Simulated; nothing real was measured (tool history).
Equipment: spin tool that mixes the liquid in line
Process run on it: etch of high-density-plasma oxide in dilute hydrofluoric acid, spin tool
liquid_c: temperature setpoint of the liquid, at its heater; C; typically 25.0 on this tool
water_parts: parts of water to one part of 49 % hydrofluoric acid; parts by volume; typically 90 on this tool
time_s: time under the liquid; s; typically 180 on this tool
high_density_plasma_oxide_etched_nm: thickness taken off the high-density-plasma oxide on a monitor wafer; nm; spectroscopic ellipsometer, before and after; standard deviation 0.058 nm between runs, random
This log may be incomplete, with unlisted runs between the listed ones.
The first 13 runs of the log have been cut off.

run   hour  liquid_c  water_parts  time_s  read-back film thickness of the high-density-plasma oxide reference wafer, read on the same gauge (nm)  high_density_plasma_oxide_etched_nm
 14  127.6      20.5           75     105                                                                                                  150.00                                 5.83
 15  142.8      29.5           75     180                                                                                                  150.03                                14.28
     146.5  -- thermometer replaced
 16  150.0      25.0          110     180                                                                                                  150.04                                 8.52
 17  162.6      25.0           90     180                                                                                                  149.99                                10.76
 18  173.0      21.0          115     180                                                                                                  150.01                                 7.01
 19  190.7      25.0          105     135                                                                                                  149.98                                 6.87
 20  206.3      25.0          130     135                                                                                                  149.98                                 5.34
 21  223.8      27.5          120     140                                                                                                  149.98                                 6.61
 22  230.8      26.5           75     120                                                                                                  149.99                                 9.27
 23  240.9      29.5          105     270                                                                                                  150.00                                15.97
     254.1  -- gauge calibrated
 24  257.7      25.0           90     180                                                                                                  150.01                                10.68
 25  271.3      21.5           90     110                                                                                                  150.00                                 5.69
 26  285.2      25.0          110     250                                                                                                  149.99                                11.83
 27  295.5      28.0           45     180                                                                                                  150.00                                25.47
 28  310.0      23.0           90     285                                                                                                  150.00                                15.70
 29  317.6      25.0          110     180                                                                                                  149.98                                 8.50

What will run 30 give?
 30  326.8      22.5           90     180                                                                                                       ?                                    ?

read-back film thickness of the high-density-plasma oxide reference wafer, read on the same gauge (nm): 149.97
high_density_plasma_oxide_etched_nm: 9.67 nm
Minus the tool's unlogged condition, the same run would have read high_density_plasma_oxide_etched_nm 9.80 nm.

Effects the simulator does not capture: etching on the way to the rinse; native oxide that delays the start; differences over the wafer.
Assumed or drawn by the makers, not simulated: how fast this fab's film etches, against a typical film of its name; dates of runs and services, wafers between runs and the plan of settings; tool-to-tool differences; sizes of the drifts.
